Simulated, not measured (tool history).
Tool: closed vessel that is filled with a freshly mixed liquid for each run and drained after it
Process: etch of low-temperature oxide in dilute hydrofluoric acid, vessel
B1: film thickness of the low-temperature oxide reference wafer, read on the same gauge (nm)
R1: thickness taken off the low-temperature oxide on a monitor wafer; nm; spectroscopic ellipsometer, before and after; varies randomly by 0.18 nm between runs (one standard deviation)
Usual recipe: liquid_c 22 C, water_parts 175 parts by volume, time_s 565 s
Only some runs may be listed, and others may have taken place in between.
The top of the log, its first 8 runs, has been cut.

{"run": 9, "hour": 589.5, "liquid_c": 22, "water_parts": 175, "time_s": 830, "B1": 110.02, "R1": 43.22}
{"run": 10, "hour": 634.5, "liquid_c": 22, "water_parts": 210, "time_s": 565, "B1": 110.04, "R1": 23.24}
{"run": 11, "hour": 729.4, "liquid_c": 22, "water_parts": 210, "time_s": 565, "B1": 110.01, "R1": 23.15}
{"run": 12, "hour": 793.3, "liquid_c": 22, "water_parts": 210, "time_s": 565, "B1": 110.05, "R1": 22.83}
{"hour": 873.0, "done": "gauge calibrated"}
{"run": 13, "hour": 882.1, "liquid_c": 22, "water_parts": 175, "time_s": 565, "B1": 110, "R1": 28.39}
{"hour": 888.3, "done": "hydrofluoric acid flow meter replaced"}
{"run": 14, "hour": 974.1, "liquid_c": 22, "water_parts": 175, "time_s": 565, "B1": 109.97, "R1": 29.54}
{"run": 15, "hour": 1011.2, "liquid_c": 22, "water_parts": 105, "time_s": 670, "B1": 110, "R1": 62.6}
{"run": 16, "hour": 1136.6, "liquid_c": 26, "water_parts": 175, "time_s": 325, "B1": 110.01, "R1": 19.52}
{"run": 17, "hour": 1197.5, "liquid_c": 27, "water_parts": 135, "time_s": 275, "B1": 110.01, "R1": 22.73}
{"run": 18, "hour": 1298.6, "liquid_c": 18, "water_parts": 260, "time_s": 305, "B1": 110, "R1": 8.21}
{"run": 19, "hour": 1370.6, "liquid_c": 22, "water_parts": 175, "time_s": 565, "B1": 109.99, "R1": 28.57}
{"hour": 1424.9, "done": "hydrofluoric acid flow meter replaced"}
{"run": 20, "hour": 1468.7, "liquid_c": 22, "water_parts": 210, "time_s": 565, "B1": 110.01, "R1": 23.54}
{"run": 21, "hour": 1523.3, "liquid_c": 22, "water_parts": 175, "time_s": 565, "B1": 109.99, "R1": 29.02}
{"run": 22, "hour": 1680.5, "liquid_c": 22, "water_parts": 175, "time_s": 565, "B1": 109.99, "R1": 28.73}
{"hour": 1710.4, "done": "thermometer replaced"}
{"run": 23, "hour": 1739.1, "liquid_c": 23.5, "water_parts": 260, "time_s": 750, "B1": 109.97, "R1": 24.77}
{"run": 24, "hour": 1816.3, "liquid_c": 22, "water_parts": 175, "time_s": 565, "B1": 110.02, "R1": 28.9}
{"run": 25, "hour": 1881.1, "liquid_c": 18, "water_parts": 235, "time_s": 295, "B1": 110.02, "R1": 8.93}
{"hour": 1980.1, "done": "hydrofluoric acid flow meter replaced"}
{"run": 26, "hour": 1980.6, "liquid_c": 22, "water_parts": 175, "time_s": 565, "B1": 110.01, "R1": 29.46}
{"run": 27, "hour": 2075.1, "liquid_c": 18.5, "water_parts": 175, "time_s": 875, "B1": 109.99, "R1": 39.53}
{"run": 28, "hour": 2111.9, "liquid_c": 22, "water_parts": 175, "time_s": 720, "B1": 109.99, "R1": 37.47}
{"run": 29, "hour": 2218.1, "liquid_c": 22, "water_parts": 175, "time_s": 565, "B1": 110.05, "R1": 29.25}
{"run": 30, "hour": 2292.7, "liquid_c": 27, "water_parts": 110, "time_s": 695, "B1": 110, "R1": 74.25}
{"run": 31, "hour": 2371.3, "liquid_c": 20, "water_parts": 175, "time_s": 415, "B1": 110.02, "R1": 19.36}
{"run": 32, "hour": 2461.0, "liquid_c": 22, "water_parts": 175, "time_s": 375, "B1": 110, "R1": 19}

4 options for the next run, each taken on its own from the tool as it stands now. Forecast them:
{"run": "A", "hour": 2461.8, "liquid_c": 22, "water_parts": 175, "time_s": 565, "B1": "?", "R1": "?"}
{"run": "B", "hour": 2461.8, "liquid_c": 22, "water_parts": 135, "time_s": 710, "B1": "?", "R1": "?"}
{"run": "C", "hour": 2461.8, "liquid_c": 22, "water_parts": 200, "time_s": 565, "B1": "?", "R1": "?"}
{"run": "D", "hour": 2461.8, "liquid_c": 22, "water_parts": 125, "time_s": 795, "B1": "?", "R1": "?"}

run=A B1=109.98 R1=28.48
run=B B1=109.98 R1=48.51
run=C B1=109.98 R1=24.27
run=D B1=109.98 R1=59.34
Take away the tool's hidden state, keep each run's random variation, and the runs would have read:
run=A R1=29.51
run=B R1=50.21
run=C R1=25.16
run=D R1=61.4
